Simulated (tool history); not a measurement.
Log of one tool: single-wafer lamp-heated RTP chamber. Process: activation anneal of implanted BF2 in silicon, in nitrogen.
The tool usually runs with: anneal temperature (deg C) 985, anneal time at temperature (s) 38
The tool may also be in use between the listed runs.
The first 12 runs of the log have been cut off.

| run | hour | anneal temperature (deg C) | anneal time at temperature (s) | read-back reference wafer on the same gauge, sheet resistance | sheet resistance of the implanted and annealed layer (ohm/square) |
|---|---|---|---|---|---|
|  | 177 | pyrometer window cleaned and pyrometer calibrated |
| 13 | 177.5 | 978 | 38 | 185.05 | 208.61 |
| 14 | 187.5 | 978 | 38 | 184.96 | 209.4 |
| 15 | 198 | 964 | 38 | 185.32 | 221.85 |
| 16 | 215.7 | 964 | 38 | 184.85 | 222.58 |
|  | 222.3 | gauge calibrated |
| 17 | 223.3 | 964 | 38 | 185.17 | 221.88 |
| 18 | 234 | 985 | 46 | 185.01 | 200.65 |
| 19 | 251.4 | 985 | 38 | 184.87 | 201.57 |
| 20 | 265.1 | 985 | 46 | 185.14 | 199.53 |
| 21 | 271.3 | 973 | 21 | 184.87 | 221.19 |
| 22 | 281.8 | 971 | 38 | 185.22 | 214.18 |
| 23 | 296.8 | 965 | 38 | 184.91 | 220.58 |
| 24 | 311.8 | 985 | 38 | 185.19 | 201.83 |
| 25 | 321.5 | 995 | 21 | 185.07 | 203.34 |
| 26 | 332.9 | 995 | 21 | 185.11 | 202.29 |
| 27 | 344.5 | 966 | 44 | 185.01 | 217.72 |
| 28 | 355.3 | 967 | 47 | 185.11 | 215.28 |
| 29 | 371.2 | 966 | 26 | 185.03 | 226.39 |
|  | 387 | pyrometer window cleaned and pyrometer calibrated |
| 30 | 387.5 | 994 | 53 | 184.69 | 190.71 |
| 31 | 392.9 | 985 | 38 | 184.89 | 203.04 |
| 32 | 404.7 | 985 | 38 | 185 | 202.68 |
| 33 | 417.4 | 1004 | 26 | 185.23 | 193.41 |
| 34 | 427.9 | 1001 | 38 | 185.03 | 191.33 |
| 35 | 444.8 | 1014 | 26 | 184.96 | 187.42 |
| 36 | 459.8 | 958 | 47 | 185.08 | 224.06 |

3 options for the next run, each taken on its own from the tool as it stands now. Forecast them:
| A | 460.2 | 985 | 38 | ? | ? |
| B | 460.2 | 1009 | 28 | ? | ? |
| C | 460.2 | 975 | 53 | ? | ? |

| run | read-back reference wafer on the same gauge, sheet resistance | sheet resistance of the implanted and annealed layer (ohm/square) |
|---|---|---|
| A | 185 | 202.72 |
| B | 185 | 190.52 |
| C | 185 | 205.78 |
With the hidden condition removed and each run's random variation left untouched, the same runs would have given:
| run | sheet resistance of the implanted and annealed layer (ohm/square) |
|---|---|
| A | 202.72 |
| B | 190.52 |
| C | 205.78 |
